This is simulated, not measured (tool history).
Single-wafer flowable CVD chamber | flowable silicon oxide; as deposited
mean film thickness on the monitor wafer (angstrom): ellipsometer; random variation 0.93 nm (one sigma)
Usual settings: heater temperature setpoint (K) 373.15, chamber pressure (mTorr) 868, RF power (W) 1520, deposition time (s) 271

run   hour  heater temperature setpoint (K)  chamber pressure (mTorr)  RF power (W)  deposition time (s)  read-back reference wafer on the same gauge, thickness_nm  mean film thickness on the monitor wafer (angstrom)
  1    0.0                           373.15                       868          1335                  271                                                    148.973                                              1756.15
  2   14.7                           373.15                       868          1335                  271                                                    148.749                                              1765.90
  3   23.8                           373.15                       868          1335                  271                                                    148.856                                              1755.19
  4   32.0                           373.15                       868          1605                  256                                                    148.912                                              1793.69
  5   45.8                           373.15                       868          1605                  256                                                    148.918                                              1772.90
  6   52.0                           373.15                       868          1605                  256                                                    148.764                                              1762.63
  7   69.6                           373.15                       868          1520                  271                                                    149.032                                              1869.59
  8   83.1                           373.15                       868          1520                  271                                                    149.013                                              1847.53
  9  100.5                           373.15                       868          1520                  271                                                    149.073                                              1856.20
 10  111.6                           381.15                       868          1520                  271                                                    149.153                                              1480.44
 11  118.7                           382.15                       868          1520                  271                                                    149.007                                              1422.11
 12  131.1                           380.15                       868          1520                  307                                                    149.081                                              1708.43
 13  147.6                           373.15                      1050          1690                  255                                                    148.918                                              2190.04
 14  147.9                           365.15                       868          1520                  271                                                    149.001                                              2323.14
 15  152.7                           380.15                       868          1520                  307                                                    149.011                                              1711.97
 16  162.8                           373.15                       868          1520                  271                                                    149.067                                              1863.21
 17  201.1                           373.15                       812          1520                  271                                                    148.940                                              1739.07
 18  207.4                           373.15                       868          1745                  298                                                    149.013                                              2114.68

Taken out of this log: 5 entries between the listed runs. Where each belongs, and how the hidden state differs across it:
Between runs 6 and 7: gauge calibrated (hour 67.8)
  no hidden state differs between the two runs
Between runs 7 and 8: showerhead replaced (hour 82.6)
  no hidden state differs between the two runs
Between runs 12 and 13: capacitance manometer re-zeroed and calibrated (hour 145.1); RF generator calibrated (hour 146.8); thermocouple changed; heater temperature recalibrated (hour 147.1)
  no hidden state differs between the two runs

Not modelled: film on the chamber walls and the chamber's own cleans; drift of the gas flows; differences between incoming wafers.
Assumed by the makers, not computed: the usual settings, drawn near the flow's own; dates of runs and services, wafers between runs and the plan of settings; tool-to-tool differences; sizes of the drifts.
